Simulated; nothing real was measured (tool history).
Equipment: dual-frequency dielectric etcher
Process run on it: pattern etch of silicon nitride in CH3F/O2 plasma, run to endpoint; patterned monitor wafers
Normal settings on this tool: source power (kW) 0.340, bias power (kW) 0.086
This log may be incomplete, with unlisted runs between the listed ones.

run	hour	source power (kW)	bias power (kW)	incoming incoming film thickness, nm	endpoint time (s)
1	0.0	0.370	0.086	111.1	135.4
2	45.1	0.370	0.086	109.9	134.4
3	104.1	0.340	0.086	110.5	138.2
4	176.1	0.340	0.086	110.7	139.5
5	215.4	0.340	0.086	110.3	137.9
6	253.1	0.340	0.086	110.3	137.6
7	301.0	0.340	0.081	110.8	148.2
8	384.9	0.270	0.100	110.5	163.4
9	390.3	0.270	0.092	110.8	167.3
10	417.0	0.340	0.098	110.8	137.2
11	477.3	0.410	0.099	111.0	121.4
12	543.5	0.340	0.086	111.5	142.3
13	662.2	0.320	0.101	111.5	139.7
14	872.8	0.340	0.086	111.3	140.8

Removed from this log: 4 entries logged between the listed runs. Between which two listed runs does each belong, and how does the tool's hidden state at the listed run before it compare with that at the listed run after it?
Between runs 6 and 7: wet clean of the chamber (hour 277.6)
  etch rate over this chamber's usual, %: 4.23 -> -0.121
  difference, measured minus the result without the unlogged condition, endpoint time (s): -5.8 -> +0.2
Between runs 7 and 8: upper electrode replaced, of another model than before (hour 384.4)
  etch rate over this chamber's usual, %: -0.121 -> 0.411
  difference, measured minus the result without the unlogged condition, endpoint time (s): +0.2 -> -0.6
Between runs 9 and 10: source power generator calibrated (hour 416.5)
  etch rate over this chamber's usual, %: 0.445 -> 0.614
  difference, measured minus the result without the unlogged condition, endpoint time (s): -0.7 -> -0.8
Between runs 12 and 13: bias power generator calibrated (hour 634.8)
  etch rate over this chamber's usual, %: 1.42 -> 2.17
  difference, measured minus the result without the unlogged condition, endpoint time (s): -2.1 -> -3.0
